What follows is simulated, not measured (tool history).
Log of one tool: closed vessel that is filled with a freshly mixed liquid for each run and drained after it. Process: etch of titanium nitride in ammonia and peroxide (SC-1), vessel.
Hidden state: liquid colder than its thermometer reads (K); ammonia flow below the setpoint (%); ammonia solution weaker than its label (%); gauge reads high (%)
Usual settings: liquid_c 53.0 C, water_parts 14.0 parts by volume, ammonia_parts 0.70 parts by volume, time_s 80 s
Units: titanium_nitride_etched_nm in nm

| run | hour | liquid_c | water_parts | ammonia_parts | time_s | wafers since the last listed run | hours since the thermometer was replaced | hours since the ammonia flow meter was replaced | hours since the drum of ammonia solution was connected | hours since the gauge calibration | read-back film thickness of the titanium nitride reference wafer, read on the same gauge (nm) | titanium_nitride_etched_nm |
|---|---|---|---|---|---|---|---|---|---|---|---|---|
| 1 | 0.0 | 53.0 | 14.0 | 0.70 | 80 | 0 | 937.5 | 1126.7 | 85.5 | 1836.6 | 139.97 | 5.47 |
| 2 | 48.4 | 53.0 | 14.0 | 0.70 | 80 | 4158 | 985.9 | 1175.1 | 133.9 | 1885.0 | 139.97 | 5.38 |
| 3 | 94.4 | 53.0 | 14.0 | 0.70 | 80 | 3952 | 1031.9 | 1221.1 | 179.9 | 1931.0 | 140.03 | 5.38 |
|  | 97.0 | gauge calibrated |
| 4 | 128.7 | 53.0 | 14.0 | 0.70 | 80 | 2947 | 1066.2 | 1255.4 | 214.2 | 31.7 | 140.02 | 5.33 |
| 5 | 196.4 | 59.0 | 14.0 | 0.70 | 80 | 5817 | 1133.9 | 1323.1 | 281.9 | 99.4 | 139.97 | 7.97 |
| 6 | 231.5 | 59.0 | 14.0 | 0.70 | 80 | 3016 | 1169.0 | 1358.2 | 317.0 | 134.5 | 139.98 | 8.17 |
|  | 240.8 | new drum of ammonia solution connected |
| 7 | 256.4 | 59.0 | 14.0 | 0.70 | 80 | 2053 | 1193.9 | 1383.1 | 15.6 | 159.4 | 140.06 | 8.01 |
| 8 | 294.6 | 53.0 | 14.0 | 0.70 | 80 | 3282 | 1232.1 | 1421.3 | 53.8 | 197.6 | 140.00 | 5.36 |
| 9 | 322.0 | 53.0 | 14.0 | 0.70 | 80 | 2354 | 1259.5 | 1448.7 | 81.2 | 225.0 | 139.97 | 5.40 |
| 10 | 366.9 | 53.0 | 14.0 | 0.70 | 80 | 3858 | 1304.4 | 1493.6 | 126.1 | 269.9 | 140.06 | 5.29 |
| 11 | 405.2 | 53.0 | 14.0 | 0.70 | 80 | 3290 | 1342.7 | 1531.9 | 164.4 | 308.2 | 139.99 | 5.44 |
| 12 | 442.0 | 53.0 | 14.0 | 0.70 | 80 | 3162 | 1379.5 | 1568.7 | 201.2 | 345.0 | 140.01 | 5.34 |
|  | 450.2 | ammonia flow meter replaced |
| 13 | 471.1 | 53.0 | 7.5 | 1.00 | 60 | 2414 | 1408.6 | 20.9 | 230.3 | 374.1 | 139.95 | 5.94 |
| 14 | 519.3 | 53.0 | 14.0 | 0.70 | 80 | 4141 | 1456.8 | 69.1 | 278.5 | 422.3 | 140.05 | 5.46 |
|  | 543.6 | new drum of ammonia solution connected |
| 15 | 573.4 | 56.5 | 14.0 | 0.70 | 80 | 4562 | 1510.9 | 123.2 | 29.8 | 476.4 | 140.03 | 6.79 |
| 16 | 619.4 | 53.0 | 14.0 | 0.70 | 80 | 3952 | 1556.9 | 169.2 | 75.8 | 522.4 | 139.99 | 5.39 |
| 17 | 690.6 | 59.0 | 17.0 | 1.05 | 115 | 6117 | 1628.1 | 240.4 | 147.0 | 593.6 | 140.01 | 11.18 |
| 18 | 719.1 | 56.5 | 14.0 | 0.70 | 80 | 2448 | 1656.6 | 268.9 | 175.5 | 622.1 | 140.03 | 6.81 |

The next listed run, before its measurement:
|  | 748.4 | thermometer replaced |
| 19 | 771.6 | 53.0 | 19.5 | 0.90 | 80 | 4425 | 23.2 | 321.4 | 228.0 | 674.6 | ? | ? |

{"run 19": {"read-back film thickness of the titanium nitride reference wafer, read on the same gauge (nm)": 139.95, "titanium_nitride_etched_nm": 4.67}}
Without the tool's hidden state the same run would have given titanium_nitride_etched_nm 4.67 nm.
